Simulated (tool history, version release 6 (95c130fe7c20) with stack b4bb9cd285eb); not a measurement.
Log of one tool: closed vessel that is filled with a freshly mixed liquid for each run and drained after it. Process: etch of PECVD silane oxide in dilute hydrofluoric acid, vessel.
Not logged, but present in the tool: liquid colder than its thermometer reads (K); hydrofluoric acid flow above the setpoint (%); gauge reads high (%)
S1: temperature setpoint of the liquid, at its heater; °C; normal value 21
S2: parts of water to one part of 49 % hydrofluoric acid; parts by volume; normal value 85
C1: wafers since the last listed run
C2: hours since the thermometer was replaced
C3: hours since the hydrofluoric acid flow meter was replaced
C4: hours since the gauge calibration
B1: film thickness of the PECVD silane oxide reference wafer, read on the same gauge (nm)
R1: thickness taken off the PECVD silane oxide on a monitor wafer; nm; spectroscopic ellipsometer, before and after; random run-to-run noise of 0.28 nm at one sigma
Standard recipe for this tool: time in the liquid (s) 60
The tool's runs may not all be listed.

Run 1, day 0: usual settings; C1 0; C2 358; C3 693.9; C4 952.9; B1 50.01. Result: R1 33.97 nm.
Run 2, day 4.221: usual settings; C1 7104; C2 459.3; C3 795.2; C4 1054.2; B1 49.98. Result: R1 34.11 nm.
Run 3, day 6.496: usual settings but time in the liquid (s) 70; C1 3829; C2 513.9; C3 849.8; C4 1108.8; B1 50.02. Result: R1 39.42 nm.
Run 4, day 9.033: usual settings but S1 17.5 °C; C1 4271; C2 574.8; C3 910.7; C4 1169.7; B1 49.98. Result: R1 29.87 nm.
Run 5, day 11.429: usual settings but S1 17.5 °C; C1 4032; C2 632.3; C3 968.2; C4 1227.2; B1 49.98. Result: R1 29.88 nm.
Run 6, day 14.308: usual settings but S2 70 parts by volume, time in the liquid (s) 85; C1 4846; C2 701.4; C3 1037.3; C4 1296.3; B1 50. Result: R1 61.06 nm.
Run 7, day 17.746: usual settings but S2 70 parts by volume, time in the liquid (s) 85; C1 5786; C2 783.9; C3 1119.8; C4 1378.8; B1 49.99. Result: R1 60.91 nm.
At day 19.592: thermometer replaced.
Run 8, day 21.938: usual settings but S2 70 parts by volume, time in the liquid (s) 85; C1 6985; C2 56.3; C3 1220.4; C4 1479.4; B1 50. Result: R1 61.9 nm.
Run 9, day 25.3: usual settings but S2 115 parts by volume; C1 5659; C2 137; C3 1301.1; C4 1560.1; B1 50. Result: R1 25.47 nm.
Run 10, day 29.746: usual settings but S2 115 parts by volume; C1 7483; C2 243.7; C3 1407.8; C4 1666.8; B1 50.02. Result: R1 25.65 nm.
Run 11, day 31.246: usual settings but S2 115 parts by volume; C1 2524; C2 279.7; C3 1443.8; C4 1702.8; B1 49.99. Result: R1 25.84 nm.
Run 12, day 35.617: usual settings; C1 7357; C2 384.6; C3 1548.7; C4 1807.7; B1 49.95. Result: R1 36.24 nm.
Run 13, day 37.162: usual settings; C1 2602; C2 421.7; C3 1585.8; C4 1844.8; B1 50.02. Result: R1 36.45 nm.
At day 41.7: hydrofluoric acid flow meter replaced.
Run 14, day 46.571: usual settings; C1 15766; C2 647.5; C3 116.9; C4 2070.6; B1 50.03. Result: R1 32.12 nm.
Run 15, day 48.412: usual settings but S1 18.5 °C, S2 50 parts by volume, time in the liquid (s) 45; C1 3099; C2 691.7; C3 161.1; C4 2114.8; B1 49.93. Result: R1 38.35 nm.
At day 50.292: thermometer replaced.
Run 16, day 51.183: usual settings but S1 19 °C, S2 100 parts by volume, time in the liquid (s) 40; C1 4593; C2 21.4; C3 227.6; C4 2181.3; B1 50.03. Result: R1 16.65 nm.
At day 51.938: gauge calibrated.
Run 17, day 53.712: usual settings but S2 95 parts by volume, time in the liquid (s) 50; C1 4257; C2 82.1; C3 288.3; C4 42.6; B1 49.97. Result: R1 23.99 nm.
Run 18, day 55.429: usual settings but S1 17 °C, S2 120 parts by volume, time in the liquid (s) 50; C1 2889; C2 123.3; C3 329.5; C4 83.8; B1 49.95. Result: R1 15.98 nm.
Run 19, day 58.125: usual settings; C1 4537; C2 188; C3 394.2; C4 148.5; B1 50. Result: R1 32.72 nm.
Run 20, day 60.317: usual settings but S1 23.5 °C, S2 60 parts by volume, time in the liquid (s) 90; C1 3689; C2 240.6; C3 446.8; C4 201.1; B1 50.05. Result: R1 81.04 nm.
Run 21, day 62.796: usual settings but S1 22.5 °C, S2 60 parts by volume, time in the liquid (s) 85; C1 4173; C2 300.1; C3 506.3; C4 260.6; B1 49.98. Result: R1 72.97 nm.
Run 22, day 64.896: usual settings but S2 115 parts by volume, time in the liquid (s) 90; C1 3534; C2 350.5; C3 556.7; C4 311; B1 50.02. Result: R1 36 nm.
Run 23, day 69.017: usual settings but S1 25.5 °C, S2 105 parts by volume, time in the liquid (s) 30; C1 6936; C2 449.4; C3 655.6; C4 409.9; B1 49.99. Result: R1 16.01 nm.
Run 24, day 71.317: usual settings; C1 3871; C2 504.6; C3 710.8; C4 465.1; B1 50.05. Result: R1 33.56 nm.
Run 25, day 75.329: usual settings but S1 17 °C, S2 110 parts by volume, time in the liquid (s) 70; C1 6753; C2 600.9; C3 807.1; C4 561.4; B1 50.01. Result: R1 25.38 nm.
Run 26, day 79.325: usual settings; C1 6725; C2 696.8; C3 903; C4 657.3; B1 50.01. Result: R1 34.32 nm.
At day 80.846: thermometer replaced.
Run 27, day 92.342: usual settings but S1 25 °C, time in the liquid (s) 85; C1 21839; C2 275.9; C3 1215.4; C4 969.7; B1 50.01. Result: R1 58.19 nm.
Run 28, day 99.321: usual settings but S1 19.5 °C; C1 11747; C2 443.4; C3 1382.9; C4 1137.2; B1 49.96. Result: R1 33.04 nm.
Run 29, day 102.488: usual settings but S1 22.5 °C, S2 125 parts by volume, time in the liquid (s) 75; C1 5330; C2 519.4; C3 1458.9; C4 1213.2; B1 50.01. Result: R1 30.97 nm.
At day 104.996: hydrofluoric acid flow meter replaced.
Run 30, day 106.671: usual settings; C1 6971; C2 619.8; C3 40.2; C4 1313.6; B1 50. Result: R1 31.55 nm.
Run 31, day 110.225: usual settings but S2 60 parts by volume, time in the liquid (s) 30; C1 5982; C2 705.1; C3 125.5; C4 1398.9; B1 50.01. Result: R1 23.35 nm.
Run 32, day 114.571: usual settings; C1 7315; C2 809.4; C3 229.8; C4 1503.2; B1 49.99. Result: R1 32.86 nm.
At day 117.054: thermometer replaced.
Run 33, day 118.575: usual settings but S1 19 °C, S2 115 parts by volume; C1 6669; C2 36.5; C3 325.9; C4 1599.3; B1 49.99. Result: R1 21.57 nm.

For run 34, what comes out?
Run 34, day 120.833: usual settings but S2 50 parts by volume; C1 3801; C2 90.7; C3 380.1; C4 1653.5; B1 ?. Result: R1 ?.

Logged for run 34: B1 49.97, R1 58.94 nm.
With the hidden condition absent and the run-to-run variation left alone, this run would have shown R1 56.92 nm.

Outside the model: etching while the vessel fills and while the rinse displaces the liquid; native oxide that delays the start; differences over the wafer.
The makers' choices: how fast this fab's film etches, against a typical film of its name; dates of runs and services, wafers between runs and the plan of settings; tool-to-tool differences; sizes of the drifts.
